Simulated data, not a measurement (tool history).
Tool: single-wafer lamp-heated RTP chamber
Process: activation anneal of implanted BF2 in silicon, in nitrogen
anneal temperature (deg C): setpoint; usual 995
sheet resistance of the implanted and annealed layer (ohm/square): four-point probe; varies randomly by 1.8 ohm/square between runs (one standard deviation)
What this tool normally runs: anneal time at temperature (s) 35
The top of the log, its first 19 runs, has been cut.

run	day	anneal temperature (deg C)	anneal time at temperature (s)	read-back reference wafer on the same gauge, sheet resistance	sheet resistance of the implanted and annealed layer (ohm/square)
# day 62.888: reflector plate cleaned
20	64.333	995	19	302.62	386.67
21	66.071	973	17	303.36	444.22
22	69.433	1009	22	302.65	362.29
23	73.171	995	24	302.71	373.83
24	75.100	995	48	303.16	353.25
25	79.138	982	35	303.50	376.50
26	81.042	967	19	302.37	433.41
# day 83.325: pyrometer window cleaned and pyrometer calibrated
27	85.175	995	28	302.90	376.19
# day 86.388: reflector plate cleaned
28	89.196	1006	26	302.16	364.64
29	92.771	986	53	303.36	362.23
30	96.350	981	19	302.41	403.75
31	98.171	969	29	302.68	410.85
32	100.842	995	35	302.58	362.94
33	102.358	995	35	302.47	360.02
34	105.125	983	29	302.61	380.37
# day 106.383: pyrometer window cleaned and pyrometer calibrated
35	107.567	995	29	302.96	371.24

Here are 5 independent what-if runs from the current tool condition. What would each one return?
A	107.583	995	35	?	?
B	107.583	983	45	?	?
C	107.583	969	55	?	?
D	107.583	983	22	?	?
E	107.583	1023	44	?	?

run	read-back reference wafer on the same gauge, sheet resistance	sheet resistance of the implanted and annealed layer (ohm/square)
A	303.05	372.01
B	303.05	380.16
C	303.05	395.78
D	303.05	409.22
E	303.05	332.63
Take away the tool's hidden state, keep each run's random variation, and the runs would have read:
run	sheet resistance of the implanted and annealed layer (ohm/square)
A	372.53
B	380.83
C	396.63
D	410.26
E	333.28

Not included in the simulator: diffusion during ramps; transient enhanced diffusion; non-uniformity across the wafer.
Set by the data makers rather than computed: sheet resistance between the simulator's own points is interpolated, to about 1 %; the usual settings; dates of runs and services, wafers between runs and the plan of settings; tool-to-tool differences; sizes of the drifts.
